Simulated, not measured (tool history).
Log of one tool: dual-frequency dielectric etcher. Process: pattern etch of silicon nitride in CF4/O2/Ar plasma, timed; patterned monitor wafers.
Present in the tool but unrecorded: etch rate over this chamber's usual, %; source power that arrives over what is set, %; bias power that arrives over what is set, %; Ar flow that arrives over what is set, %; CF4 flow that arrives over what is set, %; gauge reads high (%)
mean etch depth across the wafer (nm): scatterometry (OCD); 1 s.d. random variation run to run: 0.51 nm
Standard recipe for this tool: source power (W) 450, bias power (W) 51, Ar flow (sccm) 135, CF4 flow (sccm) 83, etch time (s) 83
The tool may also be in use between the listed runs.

| run | hour | source power (W) | bias power (W) | Ar flow (sccm) | CF4 flow (sccm) | etch time (s) | wafers since the last listed run | hours since the last wet clean | hours since the last source power generator calibration | hours since the last bias power generator calibration | hours since the last Ar flow controller change | hours since the last CF4 flow controller change | hours since the last upper electrode change | hours since the gauge calibration | read-back reference wafer on the same gauge, depth_nm | mean etch depth across the wafer (nm) |
|---|---|---|---|---|---|---|---|---|---|---|---|---|---|---|---|---|
| 1 | 0 | 450 | 51 | 135 | 83 | 83 | 0 | 357.4 | 4468.5 | 4067.4 | 2425 | 2089.4 | 4224.1 | 47.5 | 150.8 | 141.2 |
|  | 52.8 | upper electrode replaced |
| 2 | 53.3 | 450 | 51 | 135 | 83 | 83 | 280 | 410.7 | 4521.8 | 4120.7 | 2478.3 | 2142.7 | 0.5 | 100.8 | 151.1 | 143.1 |
|  | 101.3 | CF4 flow controller replaced |
| 3 | 101.8 | 450 | 51 | 135 | 83 | 83 | 406 | 459.2 | 4570.3 | 4169.2 | 2526.8 | 0.5 | 49 | 149.3 | 151 | 143 |
|  | 157.3 | wet clean of the chamber |
| 4 | 163.2 | 450 | 51 | 135 | 83 | 83 | 357 | 5.9 | 4631.7 | 4230.6 | 2588.2 | 61.9 | 110.4 | 210.7 | 151.1 | 142.5 |
| 5 | 231.1 | 450 | 51 | 135 | 83 | 83 | 649 | 73.8 | 4699.6 | 4298.5 | 2656.1 | 129.8 | 178.3 | 278.6 | 151.1 | 142.8 |
|  | 282 | bias power generator calibrated |
|  | 293.8 | Ar flow controller replaced |
| 6 | 300 | 360 | 62 | 114 | 83 | 83 | 563 | 142.7 | 4768.5 | 18 | 6.2 | 198.7 | 247.2 | 347.5 | 150.9 | 132.8 |
| 7 | 331.5 | 450 | 51 | 135 | 70 | 83 | 301 | 174.2 | 4800 | 49.5 | 37.7 | 230.2 | 278.7 | 379 | 151 | 138.7 |
| 8 | 361.4 | 550 | 51 | 116 | 97 | 73.5 | 286 | 204.1 | 4829.9 | 79.4 | 67.6 | 260.1 | 308.6 | 408.9 | 151.1 | 157.7 |
| 9 | 400.9 | 450 | 54 | 135 | 95 | 83 | 377 | 243.6 | 4869.4 | 118.9 | 107.1 | 299.6 | 348.1 | 448.4 | 151.1 | 150.3 |
| 10 | 438.3 | 450 | 51 | 108 | 69 | 83 | 357 | 281 | 4906.8 | 156.3 | 144.5 | 337 | 385.5 | 485.8 | 151 | 144.3 |
| 11 | 477.1 | 450 | 51 | 120 | 83 | 83 | 371 | 319.8 | 4945.6 | 195.1 | 183.3 | 375.8 | 424.3 | 524.6 | 151 | 145.7 |
|  | 531.9 | source power generator calibrated |
| 12 | 537.7 | 450 | 51 | 135 | 83 | 83 | 541 | 380.4 | 5.8 | 255.7 | 243.9 | 436.4 | 484.9 | 585.2 | 150.7 | 143.4 |
|  | 602.2 | wet clean of the chamber |
| 13 | 602.7 | 450 | 51 | 135 | 83 | 83 | 392 | 0.5 | 70.8 | 320.7 | 308.9 | 501.4 | 549.9 | 650.2 | 151 | 142.4 |
| 14 | 661.5 | 420 | 51 | 135 | 83 | 83 | 562 | 59.3 | 129.6 | 379.5 | 367.7 | 560.2 | 608.7 | 709 | 150.8 | 133.9 |
| 15 | 705.4 | 370 | 58 | 111 | 74 | 83 | 420 | 103.2 | 173.5 | 423.4 | 411.6 | 604.1 | 652.6 | 752.9 | 151.1 | 130.7 |
| 16 | 751.3 | 340 | 51 | 110 | 91 | 83 | 439 | 149.1 | 219.4 | 469.3 | 457.5 | 650 | 698.5 | 798.8 | 151 | 116.1 |
| 17 | 784.3 | 450 | 41 | 135 | 83 | 73.5 | 315 | 182.1 | 252.4 | 502.3 | 490.5 | 683 | 731.5 | 831.8 | 150.9 | 112.7 |
| 18 | 815.7 | 450 | 51 | 126 | 83 | 98 | 300 | 213.5 | 283.8 | 533.7 | 521.9 | 714.4 | 762.9 | 863.2 | 151.1 | 170.4 |
| 19 | 847.2 | 510 | 56 | 135 | 64 | 99 | 301 | 245 | 315.3 | 565.2 | 553.4 | 745.9 | 794.4 | 894.7 | 151.1 | 193.2 |

What does the tool deliver on the next run?
| 20 | 901.3 | 450 | 63 | 109 | 83 | 67.5 | 517 | 299.1 | 369.4 | 619.3 | 607.5 | 800 | 848.5 | 948.8 | ? | ? |

read-back reference wafer on the same gauge, depth_nm: 151.1
mean etch depth across the wafer (nm): 132.8
If the tool had no hidden condition, the same run with the same run-to-run variation would have returned mean etch depth across the wafer (nm) 132.8.
